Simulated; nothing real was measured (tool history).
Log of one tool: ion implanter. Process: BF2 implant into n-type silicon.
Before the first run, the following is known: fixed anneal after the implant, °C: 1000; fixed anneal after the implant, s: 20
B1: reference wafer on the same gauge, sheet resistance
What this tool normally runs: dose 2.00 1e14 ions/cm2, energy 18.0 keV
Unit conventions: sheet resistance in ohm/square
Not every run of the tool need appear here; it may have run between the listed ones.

{"run": 1, "hour": 0.0, "dose": 2.0, "energy": 18.0, "B1": 624.3, "sheet resistance": 566.54}
{"run": 2, "hour": 18.5, "dose": 2.0, "energy": 18.0, "B1": 624.07, "sheet resistance": 570.42}
{"run": 3, "hour": 49.9, "dose": 1.55, "energy": 18.0, "B1": 624.38, "sheet resistance": 709.94}
{"hour": 92.5, "done": "gauge calibrated"}
{"run": 4, "hour": 96.8, "dose": 1.55, "energy": 18.0, "B1": 624.19, "sheet resistance": 709.91}
{"run": 5, "hour": 114.5, "dose": 2.0, "energy": 18.0, "B1": 623.23, "sheet resistance": 566.34}
{"run": 6, "hour": 139.1, "dose": 2.0, "energy": 18.0, "B1": 624.1, "sheet resistance": 565.65}
{"run": 7, "hour": 153.3, "dose": 2.0, "energy": 18.0, "B1": 623.55, "sheet resistance": 567.55}
{"run": 8, "hour": 169.7, "dose": 2.0, "energy": 18.0, "B1": 623.66, "sheet resistance": 567.57}
{"run": 9, "hour": 199.1, "dose": 2.0, "energy": 18.0, "B1": 623.94, "sheet resistance": 566.63}
{"run": 10, "hour": 225.7, "dose": 2.0, "energy": 18.0, "B1": 623.94, "sheet resistance": 565.15}
{"run": 11, "hour": 257.7, "dose": 2.0, "energy": 18.0, "B1": 623.68, "sheet resistance": 566.34}
{"run": 12, "hour": 287.2, "dose": 1.87, "energy": 19.5, "B1": 623.78, "sheet resistance": 594.24}
{"run": 13, "hour": 312.1, "dose": 1.87, "energy": 19.5, "B1": 624.49, "sheet resistance": 594.62}
{"run": 14, "hour": 341.0, "dose": 1.87, "energy": 19.5, "B1": 623.25, "sheet resistance": 591.25}
{"run": 15, "hour": 365.7, "dose": 2.16, "energy": 18.0, "B1": 624.02, "sheet resistance": 526.73}
{"run": 16, "hour": 399.3, "dose": 2.12, "energy": 18.0, "B1": 623.65, "sheet resistance": 537.59}
{"run": 17, "hour": 413.8, "dose": 1.52, "energy": 18.0, "B1": 623.23, "sheet resistance": 717.96}
{"run": 18, "hour": 433.9, "dose": 1.52, "energy": 18.0, "B1": 623.76, "sheet resistance": 715.26}
{"run": 19, "hour": 456.8, "dose": 1.62, "energy": 15.5, "B1": 624.53, "sheet resistance": 688.47}
{"run": 20, "hour": 536.2, "dose": 2.0, "energy": 13.5, "B1": 623.8, "sheet resistance": 586.11}
{"run": 21, "hour": 569.5, "dose": 2.23, "energy": 15.0, "B1": 624.46, "sheet resistance": 525.53}
{"run": 22, "hour": 599.7, "dose": 1.62, "energy": 20.0, "B1": 624.27, "sheet resistance": 669.18}
{"run": 23, "hour": 634.9, "dose": 2.43, "energy": 18.0, "B1": 623.39, "sheet resistance": 477.22}
{"run": 24, "hour": 647.3, "dose": 1.41, "energy": 24.0, "B1": 623.81, "sheet resistance": 732.67}
{"run": 25, "hour": 678.3, "dose": 2.24, "energy": 15.5, "B1": 623.68, "sheet resistance": 519.32}
{"hour": 698.5, "done": "gauge calibrated"}
{"run": 26, "hour": 706.8, "dose": 1.67, "energy": 23.5, "B1": 624.61, "sheet resistance": 640.81}
{"run": 27, "hour": 730.1, "dose": 2.0, "energy": 18.0, "B1": 623.84, "sheet resistance": 559.09}
{"hour": 762.5, "done": "extraction supply calibrated"}
{"hour": 764.0, "done": "Faraday cup replaced and dose calibrated"}
{"run": 28, "hour": 782.1, "dose": 1.58, "energy": 18.0, "B1": 624.59, "sheet resistance": 724.41}
{"run": 29, "hour": 797.3, "dose": 1.62, "energy": 15.5, "B1": 624.12, "sheet resistance": 719.57}
{"run": 30, "hour": 809.9, "dose": 2.0, "energy": 18.0, "B1": 624.01, "sheet resistance": 588.85}
{"run": 31, "hour": 830.4, "dose": 2.59, "energy": 20.5, "B1": 624.33, "sheet resistance": 463.67}
{"run": 32, "hour": 850.1, "dose": 2.29, "energy": 12.0, "B1": 624.37, "sheet resistance": 550.0}
{"run": 33, "hour": 873.9, "dose": 1.69, "energy": 14.5, "B1": 624.43, "sheet resistance": 697.63}
{"run": 34, "hour": 902.8, "dose": 2.21, "energy": 18.0, "B1": 623.96, "sheet resistance": 538.38}
{"run": 35, "hour": 916.9, "dose": 2.39, "energy": 20.0, "B1": 623.83, "sheet resistance": 496.1}
{"run": 36, "hour": 946.9, "dose": 2.58, "energy": 23.0, "B1": 624.06, "sheet resistance": 459.08}
{"run": 37, "hour": 972.0, "dose": 2.0, "energy": 18.0, "B1": 623.66, "sheet resistance": 583.36}

Consider 4 possible next runs. They are alternatives, not a sequence: every one starts from the tool as it was left by run 37. What does each give?
{"run": "A", "hour": 972.4, "dose": 2.0, "energy": 18.0, "B1": "?", "sheet resistance": "?"}
{"run": "B", "hour": 972.4, "dose": 1.54, "energy": 15.5, "B1": "?", "sheet resistance": "?"}
{"run": "C", "hour": 972.4, "dose": 2.19, "energy": 15.5, "B1": "?", "sheet resistance": "?"}
{"run": "D", "hour": 972.4, "dose": 2.0, "energy": 21.0, "B1": "?", "sheet resistance": "?"}

run=A B1=624.05 sheet_resistance=583.33
run=B B1=624.05 sheet_resistance=747.25
run=C B1=624.05 sheet_resistance=548.62
run=D B1=624.05 sheet_resistance=574.37
Had the tool no hidden state, the same runs would have come out as:
run=A sheet_resistance=582.76
run=B sheet_resistance=746.51
run=C sheet_resistance=548.09
run=D sheet_resistance=573.82
